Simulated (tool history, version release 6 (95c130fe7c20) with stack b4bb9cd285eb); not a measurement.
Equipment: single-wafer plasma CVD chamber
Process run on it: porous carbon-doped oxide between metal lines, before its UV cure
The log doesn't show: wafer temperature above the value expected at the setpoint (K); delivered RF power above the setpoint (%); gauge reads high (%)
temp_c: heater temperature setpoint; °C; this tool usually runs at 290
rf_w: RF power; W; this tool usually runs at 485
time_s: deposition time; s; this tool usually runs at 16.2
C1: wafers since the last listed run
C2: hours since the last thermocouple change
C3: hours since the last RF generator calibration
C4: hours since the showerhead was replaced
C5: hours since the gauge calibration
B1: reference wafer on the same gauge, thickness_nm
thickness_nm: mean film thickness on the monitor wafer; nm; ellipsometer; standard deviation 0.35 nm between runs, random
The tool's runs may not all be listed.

Run 1, hour 0: usual settings but time_s 17.2 s; C1 0; C2 229.5; C3 938.2; C4 2128.7; C5 105.7; B1 114.863. Result: thickness_nm 101.827 nm.
Run 2, hour 60.6: usual settings but time_s 18.5 s; C1 1569; C2 290.1; C3 998.8; C4 2189.3; C5 166.3; B1 114.986. Result: thickness_nm 109.318 nm.
Run 3, hour 113.7: usual settings but time_s 18.5 s; C1 1375; C2 343.2; C3 1051.9; C4 2242.4; C5 219.4; B1 115.141. Result: thickness_nm 108.695 nm.
Run 4, hour 173.5: usual settings but temp_c 285 °C, rf_w 455 W; C1 1549; C2 403; C3 1111.7; C4 2302.2; C5 279.2; B1 114.8. Result: thickness_nm 94.499 nm.
Run 5, hour 248.8: usual settings but temp_c 285 °C, rf_w 455 W; C1 1950; C2 478.3; C3 1187; C4 2377.5; C5 354.5; B1 114.924. Result: thickness_nm 93.704 nm.
Run 6, hour 303.7: usual settings but temp_c 285 °C, rf_w 455 W; C1 1422; C2 533.2; C3 1241.9; C4 2432.4; C5 409.4; B1 115.101. Result: thickness_nm 93.748 nm.
Run 7, hour 409.2: usual settings; C1 2732; C2 638.7; C3 1347.4; C4 2537.9; C5 514.9; B1 115.116. Result: thickness_nm 96.045 nm.
Run 8, hour 495.8: usual settings; C1 2243; C2 725.3; C3 1434; C4 2624.5; C5 601.5; B1 115.072. Result: thickness_nm 95.726 nm.
Run 9, hour 570.2: usual settings but rf_w 550 W; C1 1927; C2 799.7; C3 1508.4; C4 2698.9; C5 675.9; B1 114.783. Result: thickness_nm 104.503 nm.
Run 10, hour 665.9: usual settings; C1 2479; C2 895.4; C3 1604.1; C4 2794.6; C5 771.6; B1 115.147. Result: thickness_nm 95.523 nm.
Run 11, hour 707.1: usual settings but temp_c 278 °C, rf_w 465 W; C1 1067; C2 936.6; C3 1645.3; C4 2835.8; C5 812.8; B1 114.954. Result: thickness_nm 99.658 nm.
Run 12, hour 747.5: usual settings but rf_w 440 W; C1 1046; C2 977; C3 1685.7; C4 2876.2; C5 853.2; B1 114.958. Result: thickness_nm 87.863 nm.
Run 13, hour 841: usual settings but rf_w 440 W; C1 2422; C2 1070.5; C3 1779.2; C4 2969.7; C5 946.7; B1 114.885. Result: thickness_nm 87.834 nm.
Run 14, hour 937.5: usual settings; C1 2499; C2 1167; C3 1875.7; C4 3066.2; C5 1043.2; B1 114.926. Result: thickness_nm 95.334 nm.
Run 15, hour 1009: usual settings; C1 1852; C2 1238.5; C3 1947.2; C4 3137.7; C5 1114.7; B1 115.012. Result: thickness_nm 95.682 nm.
At hour 1023: RF generator calibrated.
Run 16, hour 1091.6: usual settings but temp_c 278 °C, time_s 14.1 s; C1 1932; C2 1321.1; C3 68.6; C4 3220.3; C5 1197.3; B1 115.28. Result: thickness_nm 94.571 nm.
Run 17, hour 1148.7: usual settings but temp_c 282 °C, rf_w 395 W, time_s 15 s; C1 1479; C2 1378.2; C3 125.7; C4 3277.4; C5 1254.4; B1 114.942. Result: thickness_nm 82.49 nm.
At hour 1170.4: thermocouple changed; heater temperature recalibrated.
Run 18, hour 1210.8: usual settings but temp_c 277 °C, rf_w 420 W, time_s 19.3 s; C1 1401; C2 40.4; C3 187.8; C4 3339.5; C5 1316.5; B1 115.062. Result: thickness_nm 114.545 nm.
At hour 1299.5: gauge calibrated.
Run 19, hour 1299.9: usual settings but time_s 14.9 s; C1 2308; C2 129.5; C3 276.9; C4 3428.6; C5 0.4; B1 114.951. Result: thickness_nm 91.253 nm.
Run 20, hour 1400.7: usual settings; C1 2611; C2 230.3; C3 377.7; C4 3529.4; C5 101.2; B1 114.949. Result: thickness_nm 98.039 nm.
Run 21, hour 1507.2: usual settings; C1 2758; C2 336.8; C3 484.2; C4 3635.9; C5 207.7; B1 114.969. Result: thickness_nm 97.866 nm.
Run 22, hour 1546.7: usual settings; C1 1023; C2 376.3; C3 523.7; C4 3675.4; C5 247.2; B1 114.905. Result: thickness_nm 97.482 nm.
Run 23, hour 1590.9: usual settings; C1 1144; C2 420.5; C3 567.9; C4 3719.6; C5 291.4; B1 115.046. Result: thickness_nm 97.494 nm.
At hour 1639.2: showerhead replaced.
Run 24, hour 1676.6: usual settings but temp_c 305 °C; C1 2012; C2 506.2; C3 653.6; C4 37.4; C5 377.1; B1 114.87. Result: thickness_nm 87.892 nm.
Run 25, hour 1753.6: usual settings; C1 1994; C2 583.2; C3 730.6; C4 114.4; C5 454.1; B1 114.866. Result: thickness_nm 97.679 nm.

For run 26, what comes out?
Run 26, hour 1813.3: usual settings but temp_c 299 °C, rf_w 535 W; C1 1546; C2 642.9; C3 790.3; C4 174.1; C5 513.8; B1 ?. Result: thickness_nm ?.

Run 26 produced B1 114.82, thickness_nm 97.692 nm.
Were there no unlogged condition in the tool, this run, its random variation unchanged, would have produced thickness_nm 101.085 nm.
